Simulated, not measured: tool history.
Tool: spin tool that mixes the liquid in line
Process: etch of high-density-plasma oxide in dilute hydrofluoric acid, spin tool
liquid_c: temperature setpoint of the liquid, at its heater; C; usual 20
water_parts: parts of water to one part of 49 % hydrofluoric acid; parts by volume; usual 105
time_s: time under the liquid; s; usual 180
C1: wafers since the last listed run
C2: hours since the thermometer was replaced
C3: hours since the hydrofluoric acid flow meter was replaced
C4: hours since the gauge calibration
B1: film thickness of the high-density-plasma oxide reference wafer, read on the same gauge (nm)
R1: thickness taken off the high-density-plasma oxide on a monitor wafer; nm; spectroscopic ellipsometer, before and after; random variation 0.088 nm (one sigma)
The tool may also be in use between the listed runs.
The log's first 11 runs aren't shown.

Run 12, hour 581.1: usual settings but water_parts 120 parts by volume; C1 201; C2 192.5; C3 712.8; C4 1164.9; B1 109.99. Result: R1 13.37 nm.
Run 13, hour 611.2: usual settings but water_parts 120 parts by volume; C1 231; C2 222.6; C3 742.9; C4 1195; B1 109.98. Result: R1 13.35 nm.
Run 14, hour 675.8: usual settings but liquid_c 17 C, water_parts 140 parts by volume, time_s 135 s; C1 497; C2 287.2; C3 807.5; C4 1259.6; B1 110.02. Result: R1 7.46 nm.
Run 15, hour 738.2: usual settings but time_s 115 s; C1 480; C2 349.6; C3 869.9; C4 1322; B1 110. Result: R1 9.89 nm.
Run 16, hour 777.1: usual settings; C1 299; C2 388.5; C3 908.8; C4 1360.9; B1 109.98. Result: R1 15.52 nm.
Run 17, hour 840.5: usual settings but water_parts 145 parts by volume; C1 488; C2 451.9; C3 972.2; C4 1424.3; B1 110. Result: R1 10.82 nm.
Run 18, hour 894.8: usual settings but liquid_c 17.5 C; C1 418; C2 506.2; C3 1026.5; C4 1478.6; B1 110. Result: R1 14 nm.
Run 19, hour 965.2: usual settings but liquid_c 24 C, water_parts 135 parts by volume; C1 542; C2 576.6; C3 1096.9; C4 1549; B1 110.04. Result: R1 13.73 nm.
Run 20, hour 1007.2: usual settings but liquid_c 23.5 C, water_parts 90 parts by volume; C1 323; C2 618.6; C3 1138.9; C4 1591; B1 110.01. Result: R1 21.34 nm.
Run 21, hour 1039.6: usual settings but liquid_c 17.5 C, time_s 245 s; C1 249; C2 651; C3 1171.3; C4 1623.4; B1 109.99. Result: R1 19.18 nm.
At hour 1048.1: hydrofluoric acid flow meter replaced.
At hour 1134.6: gauge calibrated.
Run 22, hour 1162.4: usual settings but water_parts 80 parts by volume, time_s 120 s; C1 938; C2 773.8; C3 114.3; C4 27.8; B1 110.03. Result: R1 13.96 nm.
Run 23, hour 1189.8: usual settings but liquid_c 17 C, time_s 115 s; C1 211; C2 801.2; C3 141.7; C4 55.2; B1 109.99. Result: R1 8.82 nm.
Run 24, hour 1221.8: usual settings; C1 246; C2 833.2; C3 173.7; C4 87.2; B1 110.01. Result: R1 15.47 nm.
Run 25, hour 1282.7: usual settings but liquid_c 23.5 C, water_parts 140 parts by volume, time_s 220 s; C1 469; C2 894.1; C3 234.6; C4 148.1; B1 110.03. Result: R1 15.73 nm.
Run 26, hour 1336.3: usual settings but liquid_c 17.5 C, water_parts 65 parts by volume, time_s 210 s; C1 413; C2 947.7; C3 288.2; C4 201.7; B1 109.98. Result: R1 27.48 nm.
Run 27, hour 1397.4: usual settings but liquid_c 17 C; C1 470; C2 1008.8; C3 349.3; C4 262.8; B1 110. Result: R1 13.64 nm.
Run 28, hour 1469.4: usual settings but liquid_c 17 C, water_parts 85 parts by volume, time_s 235 s; C1 554; C2 1080.8; C3 421.3; C4 334.8; B1 109.99. Result: R1 22.32 nm.
Run 29, hour 1495.8: usual settings but liquid_c 22.5 C, water_parts 70 parts by volume, time_s 110 s; C1 203; C2 1107.2; C3 447.7; C4 361.2; B1 110. Result: R1 16.53 nm.
Run 30, hour 1548.5: usual settings but water_parts 130 parts by volume; C1 406; C2 1159.9; C3 500.4; C4 413.9; B1 109.99. Result: R1 12.22 nm.
Run 31, hour 1602: usual settings; C1 412; C2 1213.4; C3 553.9; C4 467.4; B1 110.02. Result: R1 15.54 nm.

5 ways to go on from here, each from the tool as it stands after run 31. What would each give?
Run A, hour 1602.5: usual settings; C1 3; C2 1213.9; C3 554.4; C4 467.9; B1 ?. Result: R1 ?.
Run B, hour 1602.5: usual settings but liquid_c 23.5 C, water_parts 120 parts by volume, time_s 250 s; C1 3; C2 1213.9; C3 554.4; C4 467.9; B1 ?. Result: R1 ?.
Run C, hour 1602.5: usual settings but liquid_c 17 C, water_parts 120 parts by volume; C1 3; C2 1213.9; C3 554.4; C4 467.9; B1 ?. Result: R1 ?.
Run D, hour 1602.5: usual settings but liquid_c 21.5 C, water_parts 70 parts by volume, time_s 80 s; C1 3; C2 1213.9; C3 554.4; C4 467.9; B1 ?. Result: R1 ?.
Run E, hour 1602.5: usual settings but water_parts 150 parts by volume; C1 3; C2 1213.9; C3 554.4; C4 467.9; B1 ?. Result: R1 ?.

run      B1     R1
  A  109.99  15.53
  B  109.99  21.35
  C  109.99  11.82
  D  109.99  11.47
  E  109.99  10.36
Without the tool's hidden state the same runs would have given:
run     R1
  A  15.53
  B  21.35
  C  11.82
  D  11.47
  E  10.36
